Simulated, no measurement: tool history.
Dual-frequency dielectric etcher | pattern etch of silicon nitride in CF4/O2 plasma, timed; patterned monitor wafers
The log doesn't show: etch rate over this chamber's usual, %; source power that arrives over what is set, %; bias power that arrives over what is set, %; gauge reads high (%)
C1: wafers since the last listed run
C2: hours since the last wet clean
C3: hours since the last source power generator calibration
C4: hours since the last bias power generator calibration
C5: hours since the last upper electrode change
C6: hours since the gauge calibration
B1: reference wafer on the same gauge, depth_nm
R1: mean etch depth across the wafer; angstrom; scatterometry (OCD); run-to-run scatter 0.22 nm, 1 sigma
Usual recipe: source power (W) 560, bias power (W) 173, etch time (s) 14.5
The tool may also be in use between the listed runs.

Run 1, hour 0: usual settings; C1 0; C2 65.8; C3 3349.1; C4 2478.4; C5 5057.1; C6 392.3; B1 34.61. Result: R1 325.2 angstrom.
Run 2, hour 29.3: usual settings; C1 529; C2 95.1; C3 3378.4; C4 2507.7; C5 5086.4; C6 421.6; B1 34.56. Result: R1 322.5 angstrom.
Run 3, hour 64.1: usual settings; C1 629; C2 129.9; C3 3413.2; C4 2542.5; C5 5121.2; C6 456.4; B1 34.59. Result: R1 324.1 angstrom.
Run 4, hour 80.5: usual settings; C1 296; C2 146.3; C3 3429.6; C4 2558.9; C5 5137.6; C6 472.8; B1 34.59. Result: R1 327.5 angstrom.
Run 5, hour 104.8: usual settings; C1 439; C2 170.6; C3 3453.9; C4 2583.2; C5 5161.9; C6 497.1; B1 34.64. Result: R1 329.5 angstrom.
Run 6, hour 129.7: usual settings; C1 450; C2 195.5; C3 3478.8; C4 2608.1; C5 5186.8; C6 522; B1 34.55. Result: R1 327.9 angstrom.
At hour 169.7: upper electrode replaced.
Run 7, hour 170.2: usual settings but source power (W) 460, bias power (W) 150; C1 298; C2 236; C3 3519.3; C4 2648.6; C5 0.5; C6 562.5; B1 34.64. Result: R1 275.2 angstrom.
Run 8, hour 177.3: usual settings but source power (W) 460, bias power (W) 150; C1 128; C2 243.1; C3 3526.4; C4 2655.7; C5 7.6; C6 569.6; B1 34.59. Result: R1 275.8 angstrom.
At hour 178.4: gauge calibrated.
Run 9, hour 202.4: usual settings; C1 453; C2 268.2; C3 3551.5; C4 2680.8; C5 32.7; C6 24; B1 34.61. Result: R1 326.4 angstrom.
At hour 211.1: source power generator calibrated.
Run 10, hour 230.6: usual settings; C1 437; C2 296.4; C3 19.5; C4 2709; C5 60.9; C6 52.2; B1 34.56. Result: R1 329.1 angstrom.
Run 11, hour 253: usual settings; C1 404; C2 318.8; C3 41.9; C4 2731.4; C5 83.3; C6 74.6; B1 34.58. Result: R1 331.1 angstrom.
Run 12, hour 269.4: usual settings but source power (W) 440, bias power (W) 205; C1 296; C2 335.2; C3 58.3; C4 2747.8; C5 99.7; C6 91; B1 34.61. Result: R1 312.8 angstrom.
Run 13, hour 283.6: usual settings but etch time (s) 12; C1 256; C2 349.4; C3 72.5; C4 2762; C5 113.9; C6 105.2; B1 34.61. Result: R1 277.8 angstrom.
At hour 300.4: bias power generator calibrated.
Run 14, hour 304.7: usual settings; C1 309; C2 370.5; C3 93.6; C4 4.3; C5 135; C6 126.3; B1 34.59. Result: R1 334 angstrom.
Run 15, hour 320.4: usual settings but source power (W) 510, bias power (W) 200; C1 283; C2 386.2; C3 109.3; C4 20; C5 150.7; C6 142; B1 34.61. Result: R1 337.3 angstrom.
Run 16, hour 353.3: usual settings; C1 594; C2 419.1; C3 142.2; C4 52.9; C5 183.6; C6 174.9; B1 34.58. Result: R1 338.8 angstrom.
At hour 387.6: wet clean of the chamber.
Run 17, hour 388.1: usual settings but source power (W) 520, bias power (W) 138, etch time (s) 16.5; C1 195; C2 0.5; C3 177; C4 87.7; C5 218.4; C6 209.7; B1 34.62. Result: R1 323.3 angstrom.
Run 18, hour 459.1: usual settings; C1 1283; C2 71.5; C3 248; C4 158.7; C5 289.4; C6 280.7; B1 34.6. Result: R1 325 angstrom.
Run 19, hour 480.4: usual settings but source power (W) 620, bias power (W) 201, etch time (s) 10.5; C1 385; C2 92.8; C3 269.3; C4 180; C5 310.7; C6 302; B1 34.56. Result: R1 271 angstrom.
Run 20, hour 508: usual settings but bias power (W) 149; C1 498; C2 120.4; C3 296.9; C4 207.6; C5 338.3; C6 329.6; B1 34.6. Result: R1 306.3 angstrom.

4 ways to go on from here, each from the tool as it stands after run 20. What would each give?
Run A, hour 508.4: usual settings; C1 7; C2 120.8; C3 297.3; C4 208; C5 338.7; C6 330; B1 ?. Result: R1 ?.
Run B, hour 508.4: usual settings but source power (W) 680; C1 7; C2 120.8; C3 297.3; C4 208; C5 338.7; C6 330; B1 ?. Result: R1 ?.
Run C, hour 508.4: usual settings but source power (W) 460, bias power (W) 160, etch time (s) 19; C1 7; C2 120.8; C3 297.3; C4 208; C5 338.7; C6 330; B1 ?. Result: R1 ?.
Run D, hour 508.4: usual settings but bias power (W) 205; C1 7; C2 120.8; C3 297.3; C4 208; C5 338.7; C6 330; B1 ?. Result: R1 ?.

run     B1     R1
  A  34.59  328.6
  B  34.59  372.4
  C  34.59  369.4
  D  34.59  353.2
With no hidden state in the tool, these same runs would have given:
run     R1
  A  325.6
  B    369
  C  366.1
  D    350

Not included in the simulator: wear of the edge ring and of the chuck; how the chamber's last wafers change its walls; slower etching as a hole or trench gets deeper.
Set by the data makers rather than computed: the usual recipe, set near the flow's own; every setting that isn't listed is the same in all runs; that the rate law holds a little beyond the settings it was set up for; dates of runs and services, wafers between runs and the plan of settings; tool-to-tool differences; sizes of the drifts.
